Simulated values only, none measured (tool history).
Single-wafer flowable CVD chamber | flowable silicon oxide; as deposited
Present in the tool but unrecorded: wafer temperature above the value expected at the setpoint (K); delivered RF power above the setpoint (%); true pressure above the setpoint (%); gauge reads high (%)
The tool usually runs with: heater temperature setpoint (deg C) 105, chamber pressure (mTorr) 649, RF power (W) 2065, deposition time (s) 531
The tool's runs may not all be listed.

run	hour	heater temperature setpoint (deg C)	chamber pressure (mTorr)	RF power (W)	deposition time (s)	wafers since the last listed run	hours since the last thermocouple change	hours since the last RF generator calibration	hours since the last manometer calibration	hours since the showerhead was replaced	hours since the gauge calibration	read-back reference wafer on the same gauge, thickness_nm	mean film thickness on the monitor wafer (angstrom)
1	0	105	649	2065	531	0	2309.5	1142.9	1550.8	5685.4	387.2	211.079	1980.12
2	76.5	105	649	2065	531	334	2386	1219.4	1627.3	5761.9	463.7	211.041	1982.52
3	101.1	105	725	2065	531	107	2410.6	1244	1651.9	5786.5	488.3	211.157	2217.07
# hour 145.2: capacitance manometer re-zeroed and calibrated
4	150.4	105	725	2065	531	180	2459.9	1293.3	5.2	5835.8	537.6	211.122	2138.43
5	220.8	105	649	2065	531	307	2530.3	1363.7	75.6	5906.2	608	210.792	1933.81
# hour 240: RF generator calibrated
# hour 376.1: thermocouple changed; heater temperature recalibrated
6	376.6	105	576	2065	531	611	0.5	136.6	231.4	6062	763.8	211.182	1802.72
7	398.6	105	576	2065	531	96	22.5	158.6	253.4	6084	785.8	210.999	1798.96
8	440.8	105	649	2065	531	184	64.7	200.8	295.6	6126.2	828	211.088	2031.54
9	507.2	94	649	2190	592	290	131.1	267.2	362	6192.6	894.4	210.877	3466.7
# hour 525.1: showerhead replaced
10	533.5	105	649	1925	470	79	157.4	293.5	388.3	8.4	920.7	210.784	1784.72
11	576.4	105	649	2065	531	187	200.3	336.4	431.2	51.3	963.6	211.115	2037.03
12	635.5	105	764	2185	531	258	259.4	395.5	490.3	110.4	1022.7	210.748	2416.01
13	700.9	114	649	2065	531	285	324.8	460.9	555.7	175.8	1088.1	210.902	1457.7
14	745.7	105	649	2065	531	195	369.6	505.7	600.5	220.6	1132.9	211.201	2031.8
15	789.9	105	533	2065	633	193	413.8	549.9	644.7	264.8	1177.1	210.919	1981.2
16	836.5	105	564	2065	531	203	460.4	596.5	691.3	311.4	1223.7	211.031	1756.53
# hour 885.2: gauge calibrated
17	940.6	105	649	2065	531	455	564.5	700.6	795.4	415.5	55.4	211.141	2026.48
18	999.7	105	649	2065	531	258	623.6	759.7	854.5	474.6	114.5	210.919	2008.18
19	1032.4	105	731	2065	531	142	656.3	792.4	887.2	507.3	147.2	210.979	2276.4
20	1105.3	119	534	2175	483	318	729.2	865.3	960.1	580.2	220.1	210.948	928.96
21	1162.5	95	742	2065	584	250	786.4	922.5	1017.3	637.4	277.3	210.763	3719.51
22	1232.1	96	512	2205	434	304	856	992.1	1086.9	707	346.9	211.064	1849.92
23	1294.3	105	649	2065	531	271	918.2	1054.3	1149.1	769.2	409.1	210.948	2018.16
24	1322.2	105	649	2065	531	121	946.1	1082.2	1177	797.1	437	210.969	2012.69
25	1371.5	113	649	2065	531	215	995.4	1131.5	1226.3	846.4	486.3	210.795	1497.49
# hour 1415.4: RF generator calibrated
26	1425.3	105	649	2065	531	200	1049.2	9.9	1280.1	900.2	540.1	210.786	2008.58
27	1456.9	95	572	2065	564	138	1080.8	41.5	1311.7	931.8	571.7	211.031	2741.09
28	1495	105	649	2270	531	166	1118.9	79.6	1349.8	969.9	609.8	211.116	2027.42

4 ways to go on from here, each from the tool as it stands after run 28. What would each give?
A	1495.5	105	649	2065	531	2	1119.4	80.1	1350.3	970.4	610.3	?	?
B	1495.5	105	649	1920	531	2	1119.4	80.1	1350.3	970.4	610.3	?	?
C	1495.5	97	764	2065	450	2	1119.4	80.1	1350.3	970.4	610.3	?	?
D	1495.5	105	550	2065	576	2	1119.4	80.1	1350.3	970.4	610.3	?	?

run	read-back reference wafer on the same gauge, thickness_nm	mean film thickness on the monitor wafer (angstrom)
A	210.804	1999.49
B	210.804	1980.17
C	210.804	2707.87
D	210.804	1840.75
Without the tool's unlogged condition, the same runs would have read:
run	mean film thickness on the monitor wafer (angstrom)
A	1994.89
B	1975.61
C	2703.49
D	1834.56
